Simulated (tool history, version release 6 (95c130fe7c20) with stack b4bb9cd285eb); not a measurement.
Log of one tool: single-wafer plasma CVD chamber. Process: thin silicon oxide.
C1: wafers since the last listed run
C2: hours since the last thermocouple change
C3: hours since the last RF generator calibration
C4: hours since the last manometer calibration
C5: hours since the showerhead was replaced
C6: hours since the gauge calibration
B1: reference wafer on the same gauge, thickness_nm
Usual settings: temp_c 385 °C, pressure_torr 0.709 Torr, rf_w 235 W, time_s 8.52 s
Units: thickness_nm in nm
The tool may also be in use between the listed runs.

Run 1, hour 0: usual settings; C1 0; C2 1229.8; C3 237.3; C4 919.3; C5 1643.6; C6 38.4; B1 14.27. Result: thickness_nm 11.901 nm.
Run 2, hour 52.5: usual settings; C1 2461; C2 1282.3; C3 289.8; C4 971.8; C5 1696.1; C6 90.9; B1 14.314. Result: thickness_nm 11.913 nm.
Run 3, hour 111.7: usual settings; C1 2775; C2 1341.5; C3 349; C4 1031; C5 1755.3; C6 150.1; B1 14.299. Result: thickness_nm 11.793 nm.
Run 4, hour 138.3: usual settings; C1 1247; C2 1368.1; C3 375.6; C4 1057.6; C5 1781.9; C6 176.7; B1 14.285. Result: thickness_nm 11.943 nm.
Run 5, hour 187: usual settings; C1 2283; C2 1416.8; C3 424.3; C4 1106.3; C5 1830.6; C6 225.4; B1 14.302. Result: thickness_nm 11.826 nm.
Run 6, hour 236.9: usual settings; C1 2339; C2 1466.7; C3 474.2; C4 1156.2; C5 1880.5; C6 275.3; B1 14.304. Result: thickness_nm 11.876 nm.
Run 7, hour 302.4: usual settings; C1 3070; C2 1532.2; C3 539.7; C4 1221.7; C5 1946; C6 340.8; B1 14.308. Result: thickness_nm 11.805 nm.
Run 8, hour 358.4: usual settings but pressure_torr 0.817 Torr; C1 2625; C2 1588.2; C3 595.7; C4 1277.7; C5 2002; C6 396.8; B1 14.3. Result: thickness_nm 13.474 nm.
Run 9, hour 385.3: usual settings but pressure_torr 0.817 Torr; C1 1261; C2 1615.1; C3 622.6; C4 1304.6; C5 2028.9; C6 423.7; B1 14.305. Result: thickness_nm 13.514 nm.
At hour 417: thermocouple changed; heater temperature recalibrated.
Run 10, hour 442: usual settings but pressure_torr 0.817 Torr; C1 2283; C2 25; C3 679.3; C4 1361.3; C5 2085.6; C6 480.4; B1 14.297. Result: thickness_nm 13.411 nm.
Run 11, hour 548.1: usual settings; C1 4974; C2 131.1; C3 785.4; C4 1467.4; C5 2191.7; C6 586.5; B1 14.306. Result: thickness_nm 11.645 nm.
Run 12, hour 596.9: usual settings; C1 2287; C2 179.9; C3 834.2; C4 1516.2; C5 2240.5; C6 635.3; B1 14.317. Result: thickness_nm 11.565 nm.
Run 13, hour 628.7: usual settings; C1 1490; C2 211.7; C3 866; C4 1548; C5 2272.3; C6 667.1; B1 14.295. Result: thickness_nm 11.617 nm.
At hour 679.1: showerhead replaced.
At hour 694: RF generator calibrated.
Run 14, hour 694.5: usual settings but temp_c 394 °C, time_s 9.84 s; C1 2334; C2 277.5; C3 0.5; C4 1613.8; C5 15.4; C6 732.9; B1 14.299. Result: thickness_nm 13.757 nm.
Run 15, hour 713.1: usual settings but temp_c 398 °C, pressure_torr 0.537 Torr, rf_w 270 W, time_s 7.48 s; C1 871; C2 296.1; C3 19.1; C4 1632.4; C5 34; C6 751.5; B1 14.312. Result: thickness_nm 8.62 nm.
Run 16, hour 783.2: usual settings but temp_c 398 °C; C1 3286; C2 366.2; C3 89.2; C4 1702.5; C5 104.1; C6 821.6; B1 14.29. Result: thickness_nm 11.943 nm.
Run 17, hour 834.4: usual settings; C1 2400; C2 417.4; C3 140.4; C4 1753.7; C5 155.3; C6 872.8; B1 14.286. Result: thickness_nm 11.983 nm.
At hour 886.6: gauge calibrated.
Run 18, hour 904.7: usual settings but temp_c 371 °C, rf_w 270 W; C1 3295; C2 487.7; C3 210.7; C4 1824; C5 225.6; C6 18.1; B1 14.303. Result: thickness_nm 13.296 nm.
At hour 953.6: capacitance manometer re-zeroed and calibrated.
Run 19, hour 954.1: usual settings; C1 1940; C2 537.1; C3 260.1; C4 0.5; C5 275; C6 67.5; B1 14.292. Result: thickness_nm 11.847 nm.
Run 20, hour 1008: usual settings but pressure_torr 0.764 Torr, rf_w 200 W; C1 2526; C2 591; C3 314; C4 54.4; C5 328.9; C6 121.4; B1 14.308. Result: thickness_nm 11.265 nm.
Run 21, hour 1061.7: usual settings but pressure_torr 0.798 Torr, rf_w 265 W, time_s 9.28 s; C1 2517; C2 644.7; C3 367.7; C4 108.1; C5 382.6; C6 175.1; B1 14.308. Result: thickness_nm 15.801 nm.
Run 22, hour 1102.5: usual settings; C1 1912; C2 685.5; C3 408.5; C4 148.9; C5 423.4; C6 215.9; B1 14.298. Result: thickness_nm 11.845 nm.
Run 23, hour 1141.8: usual settings but temp_c 379 °C, pressure_torr 0.873 Torr, rf_w 250 W, time_s 9.26 s; C1 1842; C2 724.8; C3 447.8; C4 188.2; C5 462.7; C6 255.2; B1 14.296. Result: thickness_nm 16.453 nm.
Run 24, hour 1183.8: usual settings but pressure_torr 0.819 Torr, time_s 7.24 s; C1 1968; C2 766.8; C3 489.8; C4 230.2; C5 504.7; C6 297.2; B1 14.316. Result: thickness_nm 11.609 nm.
Run 25, hour 1220.9: usual settings; C1 1739; C2 803.9; C3 526.9; C4 267.3; C5 541.8; C6 334.3; B1 14.315. Result: thickness_nm 11.822 nm.
Run 26, hour 1252.4: usual settings; C1 1476; C2 835.4; C3 558.4; C4 298.8; C5 573.3; C6 365.8; B1 14.316. Result: thickness_nm 11.841 nm.

5 ways to go on from here, each from the tool as it stands after run 26. What would each give?
Run A, hour 1252.8: usual settings but time_s 7.07 s; C1 18; C2 835.8; C3 558.8; C4 299.2; C5 573.7; C6 366.2; B1 ?. Result: thickness_nm ?.
Run B, hour 1252.8: usual settings but time_s 6.84 s; C1 18; C2 835.8; C3 558.8; C4 299.2; C5 573.7; C6 366.2; B1 ?. Result: thickness_nm ?.
Run C, hour 1252.8: usual settings but pressure_torr 0.825 Torr, time_s 10.06 s; C1 18; C2 835.8; C3 558.8; C4 299.2; C5 573.7; C6 366.2; B1 ?. Result: thickness_nm ?.
Run D, hour 1252.8: usual settings but temp_c 394 °C, rf_w 275 W; C1 18; C2 835.8; C3 558.8; C4 299.2; C5 573.7; C6 366.2; B1 ?. Result: thickness_nm ?.
Run E, hour 1252.8: usual settings but temp_c 396 °C, pressure_torr 0.78 Torr, time_s 7.48 s; C1 18; C2 835.8; C3 558.8; C4 299.2; C5 573.7; C6 366.2; B1 ?. Result: thickness_nm ?.

run      B1  thickness_nm
  A  14.291         9.795
  B  14.291         9.477
  C  14.291        16.092
  D  14.291        13.072
  E  14.291        11.294
Without the tool's hidden state the same runs would have given:
run  thickness_nm
  A         9.948
  B         9.625
  C        16.343
  D        13.256
  E         11.47
